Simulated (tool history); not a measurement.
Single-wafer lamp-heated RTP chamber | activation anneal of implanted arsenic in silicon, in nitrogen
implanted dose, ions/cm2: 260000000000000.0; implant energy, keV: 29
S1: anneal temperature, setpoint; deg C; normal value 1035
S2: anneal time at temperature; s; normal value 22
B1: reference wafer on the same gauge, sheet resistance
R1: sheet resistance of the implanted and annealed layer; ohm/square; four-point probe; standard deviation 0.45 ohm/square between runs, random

run,hour,S1,S2,B1,R1
1,0,1012,22,310.17,301.37
2,69.4,1012,22,310.09,300.69
3,112.8,1012,22,309.86,301.67
# hour 154: pyrometer window cleaned and pyrometer calibrated
4,180.3,1035,14,309.69,300.12
5,249.3,1035,14,309.4,299.83
6,289.4,1035,14,309.12,299.99
# hour 363.1: pyrometer window cleaned and pyrometer calibrated
7,363.6,1035,22,308.75,298.14
8,410,1035,22,308.62,297.67
9,464.1,1018,19,308.12,299.34
10,535.6,1035,22,307.94,297.76
# hour 574.1: pyrometer window cleaned and pyrometer calibrated
11,592.8,1007,32,307.3,297.72
# hour 648.9: gauge calibrated
12,662.7,1019,17,310.84,302.71
13,689,1016,22,310.88,301.37
14,756.7,1045,34,310.69,296.91
# hour 774.5: pyrometer window cleaned and pyrometer calibrated
# hour 778.6: reflector plate cleaned
15,848,1012,11,310.81,303.98
16,878.8,1035,22,310.59,299.71
17,944.1,1035,22,310.46,299.79
# hour 954: pyrometer window cleaned and pyrometer calibrated
18,986.8,1025,9,310.27,303.41

Predict each of these 4 candidate next runs independently; none follows another, all start after run 18:
A,987.2,1017,22,?,?
B,987.2,1021,9,?,?
C,987.2,1023,22,?,?
D,987.2,1012,14,?,?

run,B1,R1
A,310.26,300.97
B,310.26,303.78
C,310.26,300.47
D,310.26,302.95
The same runs, with their run-to-run variation unchanged, on a tool lacking any hidden condition would have given:
run,R1
A,301.59
B,304.4
C,301.08
D,303.57
